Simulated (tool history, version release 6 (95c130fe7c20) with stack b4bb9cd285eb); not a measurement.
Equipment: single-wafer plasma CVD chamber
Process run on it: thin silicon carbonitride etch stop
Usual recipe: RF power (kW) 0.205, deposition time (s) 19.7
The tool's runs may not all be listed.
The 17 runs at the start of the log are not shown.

run	hour	RF power (kW)	deposition time (s)	wafers since the last listed run	hours since the last thermocouple change	hours since the last RF generator calibration	hours since the showerhead was replaced	hours since the gauge calibration	read-back reference wafer on the same gauge, thickness_nm	mean film thickness on the monitor wafer (nm)
18	232.7	0.205	20.6	395	1990.1	769.8	6319.9	493.3	9.492	10.281
# hour 251.6: showerhead replaced
19	252.1	0.205	19.7	372	2009.5	789.2	0.5	512.7	9.478	9.811
# hour 256.1: gauge calibrated
20	261.4	0.185	16.2	304	2018.8	798.5	9.8	5.3	9.485	7.704
21	278.5	0.235	16.8	559	2035.9	815.6	26.9	22.4	9.475	8.714
22	287.6	0.225	21.7	297	2045	824.7	36	31.5	9.483	11.136
23	294.3	0.205	19.7	219	2051.7	831.4	42.7	38.2	9.482	9.717
# hour 309.8: thermocouple changed; heater temperature recalibrated
24	310.3	0.23	18.7	261	0.5	847.4	58.7	54.2	9.488	9.634
25	322.9	0.195	18.4	412	13.1	860	71.3	66.8	9.492	8.944
26	340.4	0.205	16.5	572	30.6	877.5	88.8	84.3	9.488	8.142
# hour 352.1: RF generator calibrated
27	389.9	0.205	21.1	1357	80.1	37.8	138.3	133.8	9.485	10.587
28	405.7	0.23	23.5	516	95.9	53.6	154.1	149.6	9.474	12.367
29	412.9	0.205	18.6	235	103.1	60.8	161.3	156.8	9.477	9.352
30	427.6	0.205	19.7	480	117.8	75.5	176	171.5	9.484	9.968
31	443.4	0.215	17.3	516	133.6	91.3	191.8	187.3	9.477	8.858
32	452.1	0.205	19.7	284	142.3	100	200.5	196	9.48	9.979
33	461.8	0.205	19.7	317	152	109.7	210.2	205.7	9.479	9.875
34	477.5	0.165	17.2	513	167.7	125.4	225.9	221.4	9.473	8.022
35	494	0.205	19.7	539	184.2	141.9	242.4	237.9	9.481	9.968

Predict each of these 5 candidate next runs independently; none follows another, all start after run 35:
A	494.4	0.205	19.7	13	184.6	142.3	242.8	238.3	?	?
B	494.4	0.205	17.4	13	184.6	142.3	242.8	238.3	?	?
C	494.4	0.185	21.8	13	184.6	142.3	242.8	238.3	?	?
D	494.4	0.22	23	13	184.6	142.3	242.8	238.3	?	?
E	494.4	0.175	17.6	13	184.6	142.3	242.8	238.3	?	?

run	read-back reference wafer on the same gauge, thickness_nm	mean film thickness on the monitor wafer (nm)
A	9.467	9.906
B	9.467	8.749
C	9.467	10.562
D	9.467	11.859
E	9.467	8.355
With no hidden state in the tool, these same runs would have given:
run	mean film thickness on the monitor wafer (nm)
A	9.925
B	8.766
C	10.582
D	11.882
E	8.37
